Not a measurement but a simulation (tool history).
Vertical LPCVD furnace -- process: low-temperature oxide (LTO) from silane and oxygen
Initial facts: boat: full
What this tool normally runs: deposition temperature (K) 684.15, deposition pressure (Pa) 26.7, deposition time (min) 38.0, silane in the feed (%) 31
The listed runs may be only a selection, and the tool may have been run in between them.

run    hour  deposition temperature (K)  deposition pressure (Pa)  deposition time (min)  silane in the feed (%)  wafers since the last listed run  hours since the last temperature calibration  hours since the pressure gauge was zeroed  hours since the silane flow controller was replaced  hours since the gauge calibration  read-back reference wafer on the same gauge, thickness  film thickness on the monitor wafer in the middle of the boat (nm)
  1     0.0                      684.15                      26.7                   38.0                      31                                 0                                        3432.3                                     2877.7                                               3445.9                             1276.8                                                  269.24                                                              264.95
  2    50.7                      684.15                      26.7                   38.0                      31                              1027                                        3483.0                                     2928.4                                               3496.6                             1327.5                                                  269.08                                                              263.46
  3   113.1                      684.15                      26.7                   38.0                      31                              1264                                        3545.4                                     2990.8                                               3559.0                             1389.9                                                  268.94                                                              264.44
  4   150.8                      684.15                      26.7                   38.0                      31                               763                                        3583.1                                     3028.5                                               3596.7                             1427.6                                                  268.88                                                              263.76
  5   219.7                      684.15                      26.7                   38.0                      31                              1396                                        3652.0                                     3097.4                                               3665.6                             1496.5                                                  269.22                                                              265.24
  6   325.8                      684.15                      26.7                   38.0                      31                              2149                                        3758.1                                     3203.5                                               3771.7                             1602.6                                                  269.24                                                              265.83
  7   380.4                      684.15                      26.7                   38.0                      31                              1106                                        3812.7                                     3258.1                                               3826.3                             1657.2                                                  269.05                                                              264.69
  8   475.0                      684.15                      26.7                   38.0                      31                              1916                                        3907.3                                     3352.7                                               3920.9                             1751.8                                                  269.13                                                              265.48
  9   574.7                      676.15                      22.7                   38.0                      31                              2020                                        4007.0                                     3452.4                                               4020.6                             1851.5                                                  268.94                                                              205.68
 10   655.4                      676.15                      22.7                   38.0                      31                              1635                                        4087.7                                     3533.1                                               4101.3                             1932.2                                                  268.78                                                              206.86
      726.8  -- pressure gauge zeroed
 11   727.3                      684.15                      26.7                   38.0                      31                               970                                        4159.6                                        0.5                                               4173.2                             2004.1                                                  268.85                                                              265.59
 12   759.6                      684.15                      32.7                   38.0                      29                               654                                        4191.9                                       32.8                                               4205.5                             2036.4                                                  268.89                                                              295.70
      802.2  -- gauge calibrated
      805.1  -- thermocouples replaced and temperature profile calibrated
     1033.6  -- silane flow controller replaced
 13  1045.2                      684.15                      26.7                   38.0                      31                              4814                                         240.1                                      318.4                                                 11.6                              243.0                                                  268.88                                                              255.95
 14  1350.5                      684.15                      24.7                   38.0                      31                              6186                                         545.4                                      623.7                                                316.9                              548.3                                                  268.76                                                              237.27
 15  1418.9                      680.15                      26.7                   38.0                      26                              1386                                         613.8                                      692.1                                                385.3                              616.7                                                  269.29                                                              189.49
 16  1466.4                      684.15                      21.3                   38.0                      31                               962                                         661.3                                      739.6                                                432.8                              664.2                                                  269.04                                                              205.68
 17  1509.5                      684.15                      21.3                   42.5                      29                               873                                         704.4                                      782.7                                                475.9                              707.3                                                  269.04                                                              208.83
 18  1602.1                      687.15                      28.7                   28.5                      28                              1876                                         797.0                                      875.3                                                568.5                              799.9                                                  269.13                                                              186.31
 19  1643.9                      684.15                      26.7                   38.0                      31                               847                                         838.8                                      917.1                                                610.3                              841.7                                                  268.92                                                              258.48
 20  1749.6                      675.15                      26.7                   38.0                      29                              2141                                         944.5                                     1022.8                                                716.0                              947.4                                                  268.91                                                              211.44
 21  1820.9                      684.15                      26.7                   38.0                      31                              1444                                        1015.8                                     1094.1                                                787.3                             1018.7                                                  269.20                                                              257.80

Below are 3 alternative next runs, each starting from the tool's condition after run 21. Predict each:
  A  1825.1                      684.15                      26.7                   38.0                      31                                85                                        1020.0                                     1098.3                                                791.5                             1022.9                                                       ?                                                                   ?
  B  1825.1                      684.15                      26.7                   43.0                      31                                85                                        1020.0                                     1098.3                                                791.5                             1022.9                                                       ?                                                                   ?
  C  1825.1                      684.15                      26.7                   29.5                      26                                85                                        1020.0                                     1098.3                                                791.5                             1022.9                                                       ?                                                                   ?

run  read-back reference wafer on the same gauge, thickness  film thickness on the monitor wafer in the middle of the boat (nm)
  A                                                  268.74                                                              257.88
  B                                                  268.74                                                              291.81
  C                                                  268.74                                                              154.65
With the hidden condition removed and each run's random variation left untouched, the same runs would have given:
run  film thickness on the monitor wafer in the middle of the boat (nm)
  A                                                              254.04
  B                                                              287.47
  C                                                              152.26
